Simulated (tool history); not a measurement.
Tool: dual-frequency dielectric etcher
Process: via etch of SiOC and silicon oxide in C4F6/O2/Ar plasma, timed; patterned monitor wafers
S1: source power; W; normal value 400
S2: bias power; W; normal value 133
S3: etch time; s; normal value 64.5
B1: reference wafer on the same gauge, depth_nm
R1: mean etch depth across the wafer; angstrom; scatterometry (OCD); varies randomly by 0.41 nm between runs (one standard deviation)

run	hour	S1	S2	S3	B1	R1
1	0	400	133	64.5	60.7	684
2	60.8	400	133	64.5	60.8	677
3	229.6	400	133	64.5	61.1	689
4	317	400	133	64.5	61.4	696
5	419.5	400	133	64.5	61.5	691
# hour 445.9: wet clean of the chamber
6	497.7	400	133	64.5	61.5	690
# hour 559.9: upper electrode replaced
7	560.4	400	133	54	61.7	585
8	589.5	400	133	54	61.8	580
9	696.3	400	133	64.5	62	699
10	799.4	490	142	79	62.3	960
11	871.2	400	103	64.5	62.3	635
# hour 889.3: gauge calibrated
# hour 902.4: bias power generator calibrated
# hour 917.7: wet clean of the chamber
12	918.2	320	153	64.5	59.8	659
# hour 973.7: source power generator calibrated
13	1000.6	400	111	80	60.1	780
14	1060.7	430	133	64.5	60.1	703
15	1097.1	330	110	64.5	60.3	579
16	1192.4	460	133	64.5	60.4	708
17	1264.4	400	133	64.5	60.7	679

Alternative continuations, all from the tool just after run 17; predict every row:
A	1264.8	400	133	64.5	?	?
B	1264.8	400	143	64.5	?	?
C	1264.8	370	113	48.5	?	?

run	B1	R1
A	60.6	677
B	60.6	696
C	60.6	463
With no hidden state in the tool, these same runs would have given:
run	R1
A	669
B	689
C	458

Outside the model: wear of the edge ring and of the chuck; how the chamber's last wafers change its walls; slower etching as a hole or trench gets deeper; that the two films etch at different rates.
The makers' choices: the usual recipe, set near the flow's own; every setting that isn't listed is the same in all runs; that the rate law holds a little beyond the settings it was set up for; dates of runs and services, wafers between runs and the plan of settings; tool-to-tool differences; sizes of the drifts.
